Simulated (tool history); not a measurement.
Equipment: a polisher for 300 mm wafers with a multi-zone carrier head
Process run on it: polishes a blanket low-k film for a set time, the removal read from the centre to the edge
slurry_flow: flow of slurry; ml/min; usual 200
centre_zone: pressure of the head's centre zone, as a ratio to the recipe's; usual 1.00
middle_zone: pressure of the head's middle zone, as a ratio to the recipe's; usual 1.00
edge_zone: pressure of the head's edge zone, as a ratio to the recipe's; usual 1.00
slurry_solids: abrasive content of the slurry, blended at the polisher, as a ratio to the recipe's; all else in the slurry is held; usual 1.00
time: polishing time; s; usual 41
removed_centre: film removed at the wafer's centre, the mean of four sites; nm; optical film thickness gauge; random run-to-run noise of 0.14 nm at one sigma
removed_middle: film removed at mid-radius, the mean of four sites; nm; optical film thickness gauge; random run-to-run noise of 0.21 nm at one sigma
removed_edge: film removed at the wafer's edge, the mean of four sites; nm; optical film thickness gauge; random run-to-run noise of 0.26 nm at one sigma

run	hour	slurry_flow	centre_zone	middle_zone	edge_zone	slurry_solids	time	wafers since the last listed run	wafers polished on this pad	hours since the slurry nozzle was cleaned	hours since the centre zone pressure was calibrated	hours since the edge zone pressure was calibrated	hours since the carrier head's membrane was replaced	incoming thickness of the incoming film, nm	removed_centre	removed_middle	removed_edge
1	0.0	200	1.00	1.00	1.00	1.00	36	0	2188	268.8	529.9	537.1	536.9	637.8	18.5	18.8	18.3
# hour 25.5: worn pad replaced by a new one
2	55.8	200	1.00	1.00	1.00	1.00	41	391	228	324.6	585.7	592.9	592.7	638.8	19.7	20.0	19.6
3	95.7	200	1.00	1.00	1.00	1.00	41	301	530	364.5	625.6	632.8	632.6	632.3	19.7	20.0	18.8
4	167.1	200	1.00	1.00	1.00	1.00	41	539	1070	435.9	697.0	704.2	704.0	641.4	19.4	19.9	19.4
5	258.3	200	1.00	1.00	1.00	1.00	41	689	1759	527.1	788.2	795.4	795.2	638.5	18.7	19.0	18.8
# hour 261.4: slurry nozzle cleaned
6	331.9	200	1.00	0.93	1.00	1.00	41	548	2308	70.5	861.8	869.0	868.8	640.3	18.6	17.9	18.0
# hour 411.1: worn pad replaced by a new one, repeated, since the last time left the tool worse
7	411.6	200	1.00	0.93	1.00	1.00	41	572	3	150.2	941.5	948.7	948.5	637.1	22.2	21.9	21.3
# hour 485.0: centre zone pressure recalibrated
# hour 555.8: carrier head's membrane replaced by a new one
8	644.5	200	1.12	1.00	1.00	1.00	27	1707	1711	383.1	159.5	1181.6	88.7	642.6	14.9	14.2	13.6
# hour 715.0: edge zone pressure recalibrated
# hour 730.1: worn pad replaced by a new one
9	738.7	200	1.00	1.00	1.00	1.00	41	666	64	477.3	253.7	23.7	182.9	637.9	22.2	23.0	21.2
# hour 781.9: slurry nozzle cleaned
10	794.6	200	1.00	1.00	1.00	1.00	41	415	479	12.7	309.6	79.6	238.8	633.4	22.0	22.3	21.5
11	901.9	200	1.00	0.93	1.00	1.00	41	811	1290	120.0	416.9	186.9	346.1	634.5	21.6	20.8	21.5
12	942.6	255	1.00	0.89	0.97	1.25	41	307	1598	160.7	457.6	227.6	386.8	652.6	24.7	23.6	24.7
13	1025.8	200	1.00	1.00	1.00	1.00	30	628	2227	243.9	540.8	310.8	470.0	637.9	15.5	15.6	15.1
# hour 1065.8: worn pad replaced by a new one
14	1124.7	220	1.00	1.00	1.05	0.70	41	717	445	342.8	639.7	409.7	568.9	638.6	17.5	17.8	17.2
15	1193.5	150	1.00	1.00	1.00	1.10	41	520	965	411.6	708.5	478.5	637.7	632.1	21.4	22.1	21.5
16	1290.0	200	0.95	1.00	1.00	1.00	41	729	1694	508.1	805.0	575.0	734.2	635.9	20.8	21.8	20.6
# hour 1315.0: slurry nozzle cleaned
# hour 1315.1: centre zone pressure recalibrated
17	1357.3	200	1.00	1.00	1.10	1.00	47	500	2194	42.3	42.2	642.3	801.5	638.4	24.1	24.8	24.7
18	1398.7	200	1.00	1.00	1.00	1.00	41	312	2507	83.7	83.6	683.7	842.9	636.1	20.9	21.2	20.4
# hour 1419.6: worn pad replaced by a new one
19	1449.5	200	1.00	1.00	1.00	1.00	41	353	225	134.5	134.4	734.5	893.7	640.7	22.4	22.3	22.3
20	1498.7	140	0.89	1.00	1.11	1.00	41	371	597	183.7	183.6	783.7	942.9	638.2	19.1	21.1	21.4

Table of differences, measured result less the result of that run with no hidden state. Run-to-run variation is the same in both. Gauge scatter possibly is not:
Hidden conditions of the tool in this case: removal rate lost through wear of the pad, %; slurry flow missing at the pad, %; deviation of the centre zone's pressure from its setpoint, %; deviation of the edge zone's pressure from its setpoint, %.
run	removed_centre	removed_middle	removed_edge
1	-1.1	-1.0	-1.0
2	-2.6	-2.7	-2.6
3	-2.8	-2.8	-2.7
4	-3.1	-3.1	-3.1
5	-3.4	-3.4	-3.5
6	-3.7	-3.6	-3.6
7	-0.1	-0.1	-0.1
8	-0.7	-0.7	-0.7
9	-0.1	-0.2	-0.1
10	-0.4	-0.4	-0.3
11	-0.7	-0.7	-0.7
12	-1.1	-1.0	-1.1
13	-0.9	-0.9	-0.9
14	-0.2	-0.2	-0.3
15	-0.5	-0.5	-0.5
16	-1.0	-0.9	-1.0
17	-1.4	-1.5	-1.4
18	-1.4	-1.5	-1.4
19	-0.1	-0.1	-0.2
20	-0.2	-0.3	-0.3
